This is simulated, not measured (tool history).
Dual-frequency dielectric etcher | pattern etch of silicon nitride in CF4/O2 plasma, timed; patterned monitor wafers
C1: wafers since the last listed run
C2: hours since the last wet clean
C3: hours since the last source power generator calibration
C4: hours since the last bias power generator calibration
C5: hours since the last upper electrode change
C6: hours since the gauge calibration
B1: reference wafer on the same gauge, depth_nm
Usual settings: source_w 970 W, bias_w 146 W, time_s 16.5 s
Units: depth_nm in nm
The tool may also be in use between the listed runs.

Run 1, hour 0: usual settings; C1 0; C2 183.9; C3 4569.5; C4 2763.1; C5 3963.7; C6 394; B1 63.1. Result: depth_nm 54.8 nm.
Run 2, hour 226: usual settings; C1 4662; C2 409.9; C3 4795.5; C4 2989.1; C5 4189.7; C6 620; B1 63. Result: depth_nm 54.3 nm.
Run 3, hour 331.8: usual settings; C1 2182; C2 515.7; C3 4901.3; C4 3094.9; C5 4295.5; C6 725.8; B1 62.9. Result: depth_nm 54.2 nm.
Run 4, hour 374.3: usual settings but bias_w 165 W; C1 876; C2 558.2; C3 4943.8; C4 3137.4; C5 4338; C6 768.3; B1 62.9. Result: depth_nm 56.9 nm.
At hour 430.1: wet clean of the chamber.
Run 5, hour 442.4: usual settings; C1 909; C2 12.3; C3 5011.9; C4 3205.5; C5 4406.1; C6 836.4; B1 63. Result: depth_nm 53.8 nm.
At hour 463.1: source power generator calibrated.
Run 6, hour 513.6: usual settings but time_s 13 s; C1 1386; C2 83.5; C3 50.5; C4 3276.7; C5 4477.3; C6 907.6; B1 63.1. Result: depth_nm 42.4 nm.
Run 7, hour 589.6: usual settings but time_s 13 s; C1 1567; C2 159.5; C3 126.5; C4 3352.7; C5 4553.3; C6 983.6; B1 62.9. Result: depth_nm 42.1 nm.
Run 8, hour 662.6: usual settings but time_s 13 s; C1 1505; C2 232.5; C3 199.5; C4 3425.7; C5 4626.3; C6 1056.6; B1 63.1. Result: depth_nm 42 nm.
At hour 716.9: wet clean of the chamber, repeated, since the last time left the tool worse.
Run 9, hour 717.4: usual settings but time_s 19 s; C1 635; C2 0.5; C3 254.3; C4 3480.5; C5 4681.1; C6 1111.4; B1 63. Result: depth_nm 63.6 nm.
Run 10, hour 750.9: usual settings but source_w 810 W, bias_w 161 W, time_s 19.5 s; C1 691; C2 34; C3 287.8; C4 3514; C5 4714.6; C6 1144.9; B1 63.1. Result: depth_nm 56.5 nm.
Run 11, hour 791.2: usual settings but source_w 1110 W; C1 831; C2 74.3; C3 328.1; C4 3554.3; C5 4754.9; C6 1185.2; B1 63.1. Result: depth_nm 62.7 nm.
Run 12, hour 880.7: usual settings but bias_w 126 W; C1 1846; C2 163.8; C3 417.6; C4 3643.8; C5 4844.4; C6 1274.7; B1 63. Result: depth_nm 52.1 nm.
At hour 909.4: upper electrode replaced.
At hour 934.5: bias power generator calibrated.
At hour 968.7: gauge calibrated.
Run 13, hour 1084.9: usual settings but bias_w 178 W; C1 3634; C2 368; C3 621.8; C4 150.4; C5 175.5; C6 116.2; B1 63. Result: depth_nm 58.9 nm.
Run 14, hour 1147: usual settings but source_w 820 W, time_s 19.5 s; C1 1281; C2 430.1; C3 683.9; C4 212.5; C5 237.6; C6 178.3; B1 63. Result: depth_nm 54.7 nm.
Run 15, hour 1240.4: usual settings but source_w 780 W, time_s 15 s; C1 1926; C2 523.5; C3 777.3; C4 305.9; C5 331; C6 271.7; B1 63. Result: depth_nm 40.2 nm.
At hour 1270.1: wet clean of the chamber.
Run 16, hour 1334.2: usual settings; C1 1439; C2 64.1; C3 871.1; C4 399.7; C5 424.8; C6 365.5; B1 63. Result: depth_nm 55.3 nm.

What the log doesn't show, run by run:
source power that arrives over what is set, %: 0 in every run
bias power that arrives over what is set, %: 0 in every run
gauge reads high (%): 0 in every run
H1: etch rate over this chamber's usual, %
run       H1
  1   -0.443
  2   -0.966
  3    -1.21
  4    -1.31
  5    -2.33
  6     -2.5
  7    -2.67
  8    -2.84
  9  -0.0539
 10   -0.131
 11   -0.225
 12   -0.432
 13   -0.904
 14    -1.05
 15    -1.26
 16   0.0389
